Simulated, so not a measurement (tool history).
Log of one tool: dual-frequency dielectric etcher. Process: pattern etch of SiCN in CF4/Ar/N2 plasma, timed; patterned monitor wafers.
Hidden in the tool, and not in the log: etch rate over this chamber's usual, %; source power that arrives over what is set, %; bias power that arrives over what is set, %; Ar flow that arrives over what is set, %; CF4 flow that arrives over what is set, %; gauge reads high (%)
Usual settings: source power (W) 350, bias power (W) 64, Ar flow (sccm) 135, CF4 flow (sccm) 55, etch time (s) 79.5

| run | hour | source power (W) | bias power (W) | Ar flow (sccm) | CF4 flow (sccm) | etch time (s) | wafers since the last listed run | hours since the last wet clean | hours since the last source power generator calibration | hours since the last bias power generator calibration | hours since the last Ar flow controller change | hours since the last CF4 flow controller change | hours since the last upper electrode change | hours since the gauge calibration | read-back reference wafer on the same gauge, depth_nm | mean etch depth across the wafer (Å) |
|---|---|---|---|---|---|---|---|---|---|---|---|---|---|---|---|---|
| 1 | 0.0 | 350 | 64 | 135 | 55 | 79.5 | 0 | 311.4 | 4154.9 | 3255.4 | 3745.2 | 1238.0 | 2212.3 | 82.5 | 45.78 | 483.6 |
| 2 | 16.1 | 350 | 64 | 135 | 55 | 79.5 | 243 | 327.5 | 4171.0 | 3271.5 | 3761.3 | 1254.1 | 2228.4 | 98.6 | 45.83 | 483.7 |
| 3 | 26.6 | 350 | 64 | 135 | 55 | 79.5 | 158 | 338.0 | 4181.5 | 3282.0 | 3771.8 | 1264.6 | 2238.9 | 109.1 | 45.79 | 486.3 |
| 4 | 39.5 | 350 | 64 | 135 | 55 | 67.0 | 194 | 350.9 | 4194.4 | 3294.9 | 3784.7 | 1277.5 | 2251.8 | 122.0 | 45.81 | 409.6 |
| 5 | 50.7 | 350 | 64 | 135 | 55 | 67.0 | 169 | 362.1 | 4205.6 | 3306.1 | 3795.9 | 1288.7 | 2263.0 | 133.2 | 45.76 | 409.6 |
|  | 58.2 | source power generator calibrated |
|  | 63.0 | Ar flow controller replaced |
| 6 | 63.5 | 350 | 64 | 135 | 55 | 79.5 | 61 | 374.9 | 5.3 | 3318.9 | 0.5 | 1301.5 | 2275.8 | 146.0 | 45.80 | 486.9 |
|  | 98.9 | wet clean of the chamber |
| 7 | 99.4 | 350 | 64 | 135 | 55 | 79.5 | 179 | 0.5 | 41.2 | 3354.8 | 36.4 | 1337.4 | 2311.7 | 181.9 | 45.79 | 470.0 |
| 8 | 99.8 | 350 | 64 | 135 | 59 | 79.5 | 6 | 0.9 | 41.6 | 3355.2 | 36.8 | 1337.8 | 2312.1 | 182.3 | 45.77 | 473.7 |
|  | 107.3 | gauge calibrated |
|  | 124.9 | CF4 flow controller replaced |
|  | 129.2 | bias power generator calibrated |
|  | 130.3 | upper electrode replaced |
| 9 | 130.8 | 350 | 64 | 135 | 46 | 79.5 | 300 | 31.9 | 72.6 | 1.6 | 67.8 | 5.9 | 0.5 | 23.5 | 45.82 | 461.1 |
| 10 | 131.2 | 350 | 64 | 135 | 55 | 79.5 | 6 | 32.3 | 73.0 | 2.0 | 68.2 | 6.3 | 0.9 | 23.9 | 45.85 | 473.4 |
| 11 | 142.6 | 400 | 51 | 135 | 55 | 59.5 | 172 | 43.7 | 84.4 | 13.4 | 79.6 | 17.7 | 12.3 | 35.3 | 45.81 | 363.0 |
| 12 | 152.9 | 280 | 77 | 108 | 55 | 68.0 | 155 | 54.0 | 94.7 | 23.7 | 89.9 | 28.0 | 22.6 | 45.6 | 45.78 | 378.5 |
| 13 | 165.9 | 400 | 55 | 135 | 55 | 79.5 | 196 | 67.0 | 107.7 | 36.7 | 102.9 | 41.0 | 35.6 | 58.6 | 45.83 | 498.6 |
| 14 | 173.1 | 390 | 51 | 146 | 55 | 66.0 | 108 | 74.2 | 114.9 | 43.9 | 110.1 | 48.2 | 42.8 | 65.8 | 45.80 | 388.1 |
| 15 | 187.4 | 350 | 54 | 135 | 55 | 79.5 | 216 | 88.5 | 129.2 | 58.2 | 124.4 | 62.5 | 57.1 | 80.1 | 45.83 | 446.3 |

4 ways to go on from here, each from the tool as it stands after run 15. What would each give?
| A | 187.8 | 350 | 64 | 135 | 55 | 79.5 | 6 | 88.9 | 129.6 | 58.6 | 124.8 | 62.9 | 57.5 | 80.5 | ? | ? |
| B | 187.8 | 390 | 64 | 103 | 51 | 79.5 | 6 | 88.9 | 129.6 | 58.6 | 124.8 | 62.9 | 57.5 | 80.5 | ? | ? |
| C | 187.8 | 350 | 64 | 135 | 50 | 99.5 | 6 | 88.9 | 129.6 | 58.6 | 124.8 | 62.9 | 57.5 | 80.5 | ? | ? |
| D | 187.8 | 350 | 64 | 108 | 55 | 79.5 | 6 | 88.9 | 129.6 | 58.6 | 124.8 | 62.9 | 57.5 | 80.5 | ? | ? |

| run | read-back reference wafer on the same gauge, depth_nm | mean etch depth across the wafer (Å) |
|---|---|---|
| A | 45.80 | 474.3 |
| B | 45.80 | 537.6 |
| C | 45.80 | 586.5 |
| D | 45.80 | 493.5 |
Without the tool's hidden state the same runs would have given:
| run | mean etch depth across the wafer (Å) |
|---|---|
| A | 468.1 |
| B | 530.5 |
| C | 578.9 |
| D | 487.1 |
